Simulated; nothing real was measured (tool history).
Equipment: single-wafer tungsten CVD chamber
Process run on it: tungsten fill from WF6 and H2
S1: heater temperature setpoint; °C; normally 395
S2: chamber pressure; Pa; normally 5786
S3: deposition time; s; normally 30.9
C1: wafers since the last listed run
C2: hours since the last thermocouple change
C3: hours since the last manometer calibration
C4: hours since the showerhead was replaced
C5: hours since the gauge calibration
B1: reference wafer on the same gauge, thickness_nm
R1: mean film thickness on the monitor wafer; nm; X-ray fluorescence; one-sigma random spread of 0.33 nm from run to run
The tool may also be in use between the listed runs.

run	day	S1	S2	S3	C1	C2	C3	C4	C5	B1	R1
1	0.000	395	5786	30.9	0	1162.0	1629.8	7623.6	260.6	111.733	91.802
2	0.388	395	5786	30.9	264	1171.3	1639.1	7632.9	269.9	111.665	91.766
3	1.104	395	5786	30.9	489	1188.5	1656.3	7650.1	287.1	111.691	92.090
4	1.467	395	6759	30.9	247	1197.2	1665.0	7658.8	295.8	111.652	97.158
# day 2.121: capacitance manometer re-zeroed and calibrated
5	2.142	406	5786	34.8	233	1213.4	0.5	7675.0	312.0	111.525	130.604
6	2.438	406	5786	34.8	201	1220.5	7.6	7682.1	319.1	111.696	131.228
7	3.138	395	5786	30.9	477	1237.3	24.4	7698.9	335.9	111.592	92.533
8	3.642	399	5786	30.9	344	1249.4	36.5	7711.0	348.0	111.741	100.149
9	4.104	399	5786	30.9	315	1260.5	47.6	7722.1	359.1	111.740	99.449
# day 4.533: showerhead replaced
10	4.554	399	5786	30.9	79	1271.3	58.4	0.5	369.9	111.733	99.569
11	5.071	395	5786	30.9	352	1283.7	70.8	12.9	382.3	111.729	91.725
12	5.550	389	4853	34.3	327	1295.2	82.3	24.4	393.8	111.603	83.481
13	6.192	395	6426	33.9	437	1310.6	97.7	39.8	409.2	111.793	104.734
# day 6.650: gauge calibrated
14	6.900	391	5266	30.9	483	1327.6	114.7	56.8	6.0	111.823	81.558
15	7.196	388	4360	27.6	201	1334.7	121.8	63.9	13.1	111.799	63.350
16	7.658	395	5786	30.9	315	1345.8	132.9	75.0	24.2	111.790	92.447
17	7.971	395	5786	30.9	213	1353.3	140.4	82.5	31.7	111.679	92.021
# day 8.892: thermocouple changed; heater temperature recalibrated
18	8.912	399	6773	30.9	415	0.5	163.0	105.1	54.3	111.644	125.736
19	9.100	395	5786	34.6	127	5.0	167.5	109.6	58.8	111.701	122.921
20	9.800	390	5786	30.9	477	21.8	184.3	126.4	75.6	111.650	98.329
21	10.546	384	4706	34.5	509	39.7	202.2	144.3	93.5	111.735	88.992
22	10.925	401	5786	29.1	258	48.8	211.3	153.4	102.6	111.685	115.463
23	11.571	395	5786	28.5	440	64.3	226.8	168.9	118.1	111.561	100.378
24	12.092	395	5026	34.8	355	76.8	239.3	181.4	130.6	111.812	115.537
25	12.742	388	5786	36.9	443	92.4	254.9	197.0	146.2	111.567	111.519
26	13.112	384	5786	27.8	253	101.3	263.8	205.9	155.1	111.720	76.985
# day 13.788: thermocouple changed; heater temperature recalibrated, repeated, since the last time left the tool worse
27	13.808	395	6813	30.9	247	0.5	280.5	222.6	171.8	111.753	103.599
28	14.004	390	5786	37.0	133	5.2	285.2	227.3	176.5	111.639	105.542
29	14.525	395	6546	30.9	355	17.7	297.7	239.8	189.0	111.663	102.006
30	15.054	395	5786	30.9	361	30.4	310.4	252.5	201.7	111.702	97.595
31	15.662	410	6839	27.6	415	45.0	325.0	267.1	216.3	111.620	125.488
32	16.267	395	5786	30.9	412	59.5	339.5	281.6	230.8	111.710	97.792
33	16.746	391	7106	33.9	327	71.0	351.0	293.1	242.3	111.835	105.171
34	17.312	395	5786	26.9	386	84.6	364.6	306.7	255.9	111.592	84.151
35	17.812	395	5786	30.9	341	96.6	376.6	318.7	267.9	111.674	97.477

Hidden condition of the tool, last listed run before each entry between runs versus first listed run after:
Logged between run 4 and run 5: capacitance manometer re-zeroed and calibrated (day 2.121)
  wafer temperature above the value expected at the setpoint (K): -3.08 -> -3.09
  difference, measured minus the result without the unlogged condition, R1: -6.678 -> -8.337 nm
Logged between run 9 and run 10: showerhead replaced (day 4.533)
  wafer temperature above the value expected at the setpoint (K): -3.11 -> -3.12
  difference, measured minus the result without the unlogged condition, R1: -6.804 -> -6.824 nm
Logged between run 13 and run 14: gauge calibrated (day 6.650)
  wafer temperature above the value expected at the setpoint (K): -3.13 -> -3.14
  difference, measured minus the result without the unlogged condition, R1: -7.317 -> -5.913 nm
Logged between run 17 and run 18: thermocouple changed; heater temperature recalibrated (day 8.892)
  wafer temperature above the value expected at the setpoint (K): -3.15 -> 5.25
  difference, measured minus the result without the unlogged condition, R1: -6.460 -> +12.696 nm
Logged between run 26 and run 27: thermocouple changed; heater temperature recalibrated, repeated, since the last time left the tool worse (day 13.788)
  wafer temperature above the value expected at the setpoint (K): 4.55 -> -0.0222
  difference, measured minus the result without the unlogged condition, R1: +7.533 -> -0.049 nm
